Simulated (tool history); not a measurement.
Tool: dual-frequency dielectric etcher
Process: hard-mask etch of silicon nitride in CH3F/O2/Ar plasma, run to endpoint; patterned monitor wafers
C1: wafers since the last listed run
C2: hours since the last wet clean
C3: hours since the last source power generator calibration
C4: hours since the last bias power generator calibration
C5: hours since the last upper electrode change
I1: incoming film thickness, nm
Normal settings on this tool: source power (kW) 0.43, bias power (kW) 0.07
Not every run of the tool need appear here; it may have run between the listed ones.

{"run": 1, "hour": 0.0, "source power (kW)": 0.43, "bias power (kW)": 0.057, "C1": 0, "C2": 541.4, "C3": 3868.5, "C4": 2463.1, "C5": 3353.8, "I1": 36.85, "endpoint time (s)": 63.7}
{"run": 2, "hour": 12.4, "source power (kW)": 0.43, "bias power (kW)": 0.057, "C1": 110, "C2": 553.8, "C3": 3880.9, "C4": 2475.5, "C5": 3366.2, "I1": 37.14, "endpoint time (s)": 64.5}
{"run": 3, "hour": 21.0, "source power (kW)": 0.43, "bias power (kW)": 0.057, "C1": 76, "C2": 562.4, "C3": 3889.5, "C4": 2484.1, "C5": 3374.8, "I1": 36.93, "endpoint time (s)": 64.3}
{"run": 4, "hour": 36.9, "source power (kW)": 0.36, "bias power (kW)": 0.063, "C1": 142, "C2": 578.3, "C3": 3905.4, "C4": 2500, "C5": 3390.7, "I1": 36.95, "endpoint time (s)": 62.9}
{"run": 5, "hour": 52.0, "source power (kW)": 0.36, "bias power (kW)": 0.063, "C1": 135, "C2": 593.4, "C3": 3920.5, "C4": 2515.1, "C5": 3405.8, "I1": 37.19, "endpoint time (s)": 63.9}
{"hour": 77.8, "done": "wet clean of the chamber"}
{"hour": 79.9, "done": "source power generator calibrated"}
{"hour": 80.9, "done": "bias power generator calibrated"}
{"hour": 83.3, "done": "upper electrode replaced"}
{"run": 6, "hour": 83.8, "source power (kW)": 0.36, "bias power (kW)": 0.063, "C1": 20, "C2": 6, "C3": 3.9, "C4": 2.9, "C5": 0.5, "I1": 36.61, "endpoint time (s)": 60.5}
{"run": 7, "hour": 84.2, "source power (kW)": 0.43, "bias power (kW)": 0.07, "C1": 3, "C2": 6.4, "C3": 4.3, "C4": 3.3, "C5": 0.9, "I1": 36.73, "endpoint time (s)": 55.1}
{"run": 8, "hour": 87.9, "source power (kW)": 0.43, "bias power (kW)": 0.07, "C1": 33, "C2": 10.1, "C3": 8, "C4": 7, "C5": 4.6, "I1": 36.77, "endpoint time (s)": 55}
{"run": 9, "hour": 95.1, "source power (kW)": 0.43, "bias power (kW)": 0.07, "C1": 64, "C2": 17.3, "C3": 15.2, "C4": 14.2, "C5": 11.8, "I1": 37.04, "endpoint time (s)": 55.7}
{"run": 10, "hour": 104.9, "source power (kW)": 0.43, "bias power (kW)": 0.07, "C1": 87, "C2": 27.1, "C3": 25, "C4": 24, "C5": 21.6, "I1": 36.96, "endpoint time (s)": 55.1}
{"run": 11, "hour": 113.6, "source power (kW)": 0.38, "bias power (kW)": 0.085, "C1": 77, "C2": 35.8, "C3": 33.7, "C4": 32.7, "C5": 30.3, "I1": 36.92, "endpoint time (s)": 51}
{"run": 12, "hour": 127.5, "source power (kW)": 0.36, "bias power (kW)": 0.063, "C1": 124, "C2": 49.7, "C3": 47.6, "C4": 46.6, "C5": 44.2, "I1": 36.63, "endpoint time (s)": 60.8}
{"run": 13, "hour": 139.3, "source power (kW)": 0.43, "bias power (kW)": 0.063, "C1": 105, "C2": 61.5, "C3": 59.4, "C4": 58.4, "C5": 56, "I1": 37.03, "endpoint time (s)": 59.1}
{"run": 14, "hour": 153.4, "source power (kW)": 0.53, "bias power (kW)": 0.078, "C1": 126, "C2": 75.6, "C3": 73.5, "C4": 72.5, "C5": 70.1, "I1": 36.97, "endpoint time (s)": 50.3}
{"run": 15, "hour": 168.6, "source power (kW)": 0.43, "bias power (kW)": 0.07, "C1": 136, "C2": 90.8, "C3": 88.7, "C4": 87.7, "C5": 85.3, "I1": 36.96, "endpoint time (s)": 56.1}
{"run": 16, "hour": 175.0, "source power (kW)": 0.33, "bias power (kW)": 0.084, "C1": 57, "C2": 97.2, "C3": 95.1, "C4": 94.1, "C5": 91.7, "I1": 36.84, "endpoint time (s)": 53.5}
{"run": 17, "hour": 184.3, "source power (kW)": 0.48, "bias power (kW)": 0.054, "C1": 83, "C2": 106.5, "C3": 104.4, "C4": 103.4, "C5": 101, "I1": 36.87, "endpoint time (s)": 63}
{"run": 18, "hour": 196.9, "source power (kW)": 0.54, "bias power (kW)": 0.07, "C1": 112, "C2": 119.1, "C3": 117, "C4": 116, "C5": 113.6, "I1": 37.13, "endpoint time (s)": 53.6}
{"run": 19, "hour": 206.8, "source power (kW)": 0.46, "bias power (kW)": 0.086, "C1": 88, "C2": 129, "C3": 126.9, "C4": 125.9, "C5": 123.5, "I1": 37.04, "endpoint time (s)": 50}
{"run": 20, "hour": 220.5, "source power (kW)": 0.43, "bias power (kW)": 0.07, "C1": 122, "C2": 142.7, "C3": 140.6, "C4": 139.6, "C5": 137.2, "I1": 37.06, "endpoint time (s)": 56.1}

Give the tool's hidden conditions for every run:
source power that arrives over what is set, %: 0 at every run
bias power that arrives over what is set, %: 0 at every run
H1: etch rate over this chamber's usual, %
run=1 H1=-4.09
run=2 H1=-4.2
run=3 H1=-4.28
run=4 H1=-4.43
run=5 H1=-4.57
run=6 H1=-1.22
run=7 H1=-1.22
run=8 H1=-1.25
run=9 H1=-1.32
run=10 H1=-1.41
run=11 H1=-1.49
run=12 H1=-1.62
run=13 H1=-1.73
run=14 H1=-1.86
run=15 H1=-2.01
run=16 H1=-2.07
run=17 H1=-2.15
run=18 H1=-2.27
run=19 H1=-2.36
run=20 H1=-2.49
